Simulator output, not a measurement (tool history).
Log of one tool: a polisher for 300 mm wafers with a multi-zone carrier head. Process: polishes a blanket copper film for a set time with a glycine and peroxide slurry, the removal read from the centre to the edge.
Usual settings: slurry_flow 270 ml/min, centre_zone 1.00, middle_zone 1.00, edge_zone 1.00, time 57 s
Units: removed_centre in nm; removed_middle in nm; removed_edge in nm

run	day	slurry_flow	centre_zone	middle_zone	edge_zone	time	incoming thickness of the incoming film, nm	removed_centre	removed_middle	removed_edge
1	0.000	270	1.06	1.00	1.00	57	917.1	209.8	194.2	199.6
# day 0.429: worn pad replaced by a new one
2	1.783	270	1.00	1.00	1.00	57	926.1	195.0	193.7	199.3
3	4.738	270	1.00	1.00	1.00	57	918.1	194.0	188.8	202.4
4	5.900	270	1.00	1.00	1.00	57	937.4	193.4	189.8	194.1
5	7.717	270	1.00	1.00	1.00	57	914.1	192.5	185.0	200.2
# day 8.750: worn pad replaced by a new one
6	10.021	270	1.00	1.00	1.00	57	936.6	188.4	188.4	196.3
7	11.700	270	1.00	1.00	1.00	57	922.3	191.7	188.6	200.5
8	13.888	270	1.00	0.91	1.00	57	925.0	191.8	174.7	195.5
# day 14.742: centre zone pressure recalibrated
# day 14.929: edge zone pressure recalibrated
9	15.958	270	1.00	0.91	1.00	57	931.0	186.9	172.7	195.5
# day 16.892: worn pad replaced by a new one
10	17.642	270	1.00	1.00	1.00	57	918.4	186.9	184.2	195.7
11	19.400	215	1.00	1.00	1.05	42	919.4	134.3	131.0	140.5
# day 20.083: carrier head's membrane replaced by a new one
12	21.350	270	1.06	1.00	1.00	57	918.2	199.6	184.6	195.8
# day 22.292: slurry nozzle cleaned
13	23.129	245	1.00	1.00	1.06	57	925.8	198.5	193.6	213.3
# day 25.546: worn pad replaced by a new one
14	26.125	270	1.00	1.00	1.09	57	920.2	198.4	195.0	212.8
15	28.779	215	1.00	1.00	1.05	42	921.9	141.2	137.2	149.1
16	31.104	270	1.00	1.00	1.00	57	926.5	193.6	189.8	200.3
# day 33.971: worn pad replaced by a new one
17	33.992	305	1.00	1.00	0.89	57	915.8	196.0	191.6	192.5
18	36.646	270	0.91	1.10	0.96	57	914.3	175.9	203.2	191.7

3 ways to go on from here, each from the tool as it stands after run 18. What would each give?
A	36.662	270	1.00	1.00	0.96	57	923.7	?	?	?
B	36.662	360	0.89	1.00	1.00	65	923.7	?	?	?
C	36.662	350	1.08	1.03	0.90	57	923.7	?	?	?

run	removed_centre	removed_middle	removed_edge
A	190.2	192.9	195.7
B	199.6	227.0	232.8
C	212.1	203.3	193.8
Without the tool's hidden state the same runs would have given:
run	removed_centre	removed_middle	removed_edge
A	200.0	201.8	202.4
B	207.8	235.4	239.4
C	221.0	211.0	199.4
